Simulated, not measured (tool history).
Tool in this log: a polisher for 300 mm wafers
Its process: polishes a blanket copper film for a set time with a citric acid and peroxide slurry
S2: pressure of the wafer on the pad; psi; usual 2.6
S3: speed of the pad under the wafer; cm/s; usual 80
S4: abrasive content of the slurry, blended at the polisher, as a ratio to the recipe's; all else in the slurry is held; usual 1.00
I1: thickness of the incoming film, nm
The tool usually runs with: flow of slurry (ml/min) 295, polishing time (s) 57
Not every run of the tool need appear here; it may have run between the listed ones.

{"run": 1, "hour": 0.0, "flow of slurry (ml/min)": 295, "S2": 2.6, "S3": 80, "S4": 1.0, "polishing time (s)": 57, "I1": 777.6, "film removed (angstrom)": 762}
{"run": 2, "hour": 61.1, "flow of slurry (ml/min)": 295, "S2": 2.6, "S3": 80, "S4": 1.0, "polishing time (s)": 57, "I1": 756.4, "film removed (angstrom)": 755}
{"run": 3, "hour": 147.9, "flow of slurry (ml/min)": 295, "S2": 2.6, "S3": 80, "S4": 1.0, "polishing time (s)": 57, "I1": 759.3, "film removed (angstrom)": 744}
{"run": 4, "hour": 229.6, "flow of slurry (ml/min)": 295, "S2": 2.6, "S3": 80, "S4": 1.0, "polishing time (s)": 57, "I1": 775.1, "film removed (angstrom)": 739}
{"hour": 267.1, "done": "slurry blender recalibrated"}
{"run": 5, "hour": 274.1, "flow of slurry (ml/min)": 295, "S2": 2.6, "S3": 80, "S4": 1.0, "polishing time (s)": 57, "I1": 776.3, "film removed (angstrom)": 736}
{"run": 6, "hour": 310.9, "flow of slurry (ml/min)": 210, "S2": 2.6, "S3": 80, "S4": 1.0, "polishing time (s)": 57, "I1": 761.5, "film removed (angstrom)": 725}
{"run": 7, "hour": 347.5, "flow of slurry (ml/min)": 210, "S2": 2.6, "S3": 80, "S4": 1.0, "polishing time (s)": 57, "I1": 768.2, "film removed (angstrom)": 700}
{"run": 8, "hour": 393.0, "flow of slurry (ml/min)": 210, "S2": 2.6, "S3": 80, "S4": 1.0, "polishing time (s)": 57, "I1": 772.4, "film removed (angstrom)": 695}
{"run": 9, "hour": 489.6, "flow of slurry (ml/min)": 295, "S2": 2.6, "S3": 80, "S4": 1.0, "polishing time (s)": 57, "I1": 777.2, "film removed (angstrom)": 724}
{"run": 10, "hour": 594.2, "flow of slurry (ml/min)": 295, "S2": 2.6, "S3": 80, "S4": 1.0, "polishing time (s)": 57, "I1": 765.5, "film removed (angstrom)": 717}
{"run": 11, "hour": 632.1, "flow of slurry (ml/min)": 295, "S2": 2.6, "S3": 80, "S4": 1.0, "polishing time (s)": 57, "I1": 771.3, "film removed (angstrom)": 716}
{"hour": 681.3, "done": "slurry nozzle cleaned"}
{"hour": 715.2, "done": "worn pad replaced by a new one"}
{"run": 12, "hour": 718.7, "flow of slurry (ml/min)": 295, "S2": 2.6, "S3": 80, "S4": 0.9, "polishing time (s)": 50, "I1": 780.6, "film removed (angstrom)": 619}
{"hour": 784.1, "done": "head pressure recalibrated"}
{"hour": 890.1, "done": "slurry blender recalibrated"}
{"run": 13, "hour": 982.5, "flow of slurry (ml/min)": 295, "S2": 2.6, "S3": 80, "S4": 1.0, "polishing time (s)": 57, "I1": 756.5, "film removed (angstrom)": 735}
{"run": 14, "hour": 1024.3, "flow of slurry (ml/min)": 325, "S2": 2.6, "S3": 80, "S4": 1.0, "polishing time (s)": 57, "I1": 779.4, "film removed (angstrom)": 751}
{"run": 15, "hour": 1118.4, "flow of slurry (ml/min)": 400, "S2": 2.6, "S3": 64, "S4": 1.15, "polishing time (s)": 71, "I1": 760.4, "film removed (angstrom)": 773}
{"run": 16, "hour": 1217.8, "flow of slurry (ml/min)": 360, "S2": 2.6, "S3": 80, "S4": 1.0, "polishing time (s)": 67, "I1": 755.9, "film removed (angstrom)": 870}
{"hour": 1283.4, "done": "worn pad replaced by a new one"}
{"run": 17, "hour": 1306.3, "flow of slurry (ml/min)": 295, "S2": 2.6, "S3": 80, "S4": 1.0, "polishing time (s)": 57, "I1": 760.1, "film removed (angstrom)": 731}
{"run": 18, "hour": 1352.0, "flow of slurry (ml/min)": 295, "S2": 2.6, "S3": 80, "S4": 1.0, "polishing time (s)": 57, "I1": 769.5, "film removed (angstrom)": 729}
{"run": 19, "hour": 1403.0, "flow of slurry (ml/min)": 295, "S2": 3.4, "S3": 80, "S4": 1.0, "polishing time (s)": 57, "I1": 755.9, "film removed (angstrom)": 916}
{"hour": 1487.0, "done": "slurry nozzle cleaned"}
{"hour": 1491.8, "done": "slurry blender recalibrated"}
{"run": 20, "hour": 1496.5, "flow of slurry (ml/min)": 295, "S2": 2.6, "S3": 68, "S4": 1.0, "polishing time (s)": 57, "I1": 771.0, "film removed (angstrom)": 602}
{"run": 21, "hour": 1564.5, "flow of slurry (ml/min)": 295, "S2": 2.6, "S3": 80, "S4": 1.0, "polishing time (s)": 57, "I1": 755.5, "film removed (angstrom)": 704}
{"run": 22, "hour": 1636.9, "flow of slurry (ml/min)": 295, "S2": 2.6, "S3": 80, "S4": 1.0, "polishing time (s)": 57, "I1": 771.3, "film removed (angstrom)": 698}
{"hour": 1669.9, "done": "head pressure recalibrated"}
{"run": 23, "hour": 1737.7, "flow of slurry (ml/min)": 295, "S2": 2.6, "S3": 80, "S4": 0.75, "polishing time (s)": 50, "I1": 769.1, "film removed (angstrom)": 615}
{"run": 24, "hour": 1828.1, "flow of slurry (ml/min)": 295, "S2": 2.6, "S3": 80, "S4": 1.0, "polishing time (s)": 57, "I1": 775.1, "film removed (angstrom)": 746}
{"hour": 1867.0, "done": "worn pad replaced by a new one"}
{"run": 25, "hour": 1899.4, "flow of slurry (ml/min)": 295, "S2": 2.0, "S3": 80, "S4": 0.8, "polishing time (s)": 57, "I1": 763.5, "film removed (angstrom)": 566}
{"run": 26, "hour": 1997.8, "flow of slurry (ml/min)": 380, "S2": 2.6, "S3": 102, "S4": 1.0, "polishing time (s)": 57, "I1": 768.6, "film removed (angstrom)": 967}
{"hour": 2053.9, "done": "slurry blender recalibrated"}
{"run": 27, "hour": 2089.3, "flow of slurry (ml/min)": 295, "S2": 2.6, "S3": 80, "S4": 1.0, "polishing time (s)": 57, "I1": 772.3, "film removed (angstrom)": 730}
{"run": 28, "hour": 2154.6, "flow of slurry (ml/min)": 295, "S2": 1.9, "S3": 66, "S4": 1.0, "polishing time (s)": 50, "I1": 772.7, "film removed (angstrom)": 407}
{"run": 29, "hour": 2262.4, "flow of slurry (ml/min)": 335, "S2": 2.6, "S3": 80, "S4": 0.9, "polishing time (s)": 57, "I1": 765.5, "film removed (angstrom)": 725}
{"hour": 2329.2, "done": "slurry nozzle cleaned"}
{"run": 30, "hour": 2332.8, "flow of slurry (ml/min)": 200, "S2": 3.3, "S3": 80, "S4": 1.0, "polishing time (s)": 57, "I1": 769.0, "film removed (angstrom)": 846}
{"run": 31, "hour": 2404.6, "flow of slurry (ml/min)": 295, "S2": 2.6, "S3": 52, "S4": 1.0, "polishing time (s)": 57, "I1": 762.1, "film removed (angstrom)": 474}

Hidden state or all else? Some run-to-run changes of film removed (angstrom), split into what the settings, what came in and random variation would give without the hidden state, and what is left for the hidden state (with any gauge scatter that isn't in both results):
The hidden state here: removal rate lost through wear of the pad, %; slurry flow missing at the pad, %; deviation of the head's pressure from its setpoint, %; abrasive missing from the slurry, %.
Run 12 -> 13: S4 0.90 -> 1.00, polishing time (s) 50 -> 57, head pressure recalibrated, slurry blender recalibrated. film removed (angstrom) +116: hidden state +25, all else +91.
Run 22 -> 23: S4 1.00 -> 0.75, polishing time (s) 57 -> 50, head pressure recalibrated. film removed (angstrom) -83: hidden state +51, all else -134.
Run 25 -> 26: flow of slurry (ml/min) 295 -> 380, S2 2.0 -> 2.6, S3 80 -> 102, S4 0.80 -> 1.00. film removed (angstrom) +401: hidden state -5, all else +406.
Run 27 -> 28: S2 2.6 -> 1.9, S3 80 -> 66, polishing time (s) 57 -> 50. film removed (angstrom) -323: hidden state +3, all else -326.
Run 28 -> 29: flow of slurry (ml/min) 295 -> 335, S2 1.9 -> 2.6, S3 66 -> 80, S4 1.00 -> 0.90, polishing time (s) 50 -> 57. film removed (angstrom) +318: hidden state -13, all else +331.
Run 30 -> 31: flow of slurry (ml/min) 200 -> 295, S2 3.3 -> 2.6, S3 80 -> 52. film removed (angstrom) -372: hidden state +9, all else -381.

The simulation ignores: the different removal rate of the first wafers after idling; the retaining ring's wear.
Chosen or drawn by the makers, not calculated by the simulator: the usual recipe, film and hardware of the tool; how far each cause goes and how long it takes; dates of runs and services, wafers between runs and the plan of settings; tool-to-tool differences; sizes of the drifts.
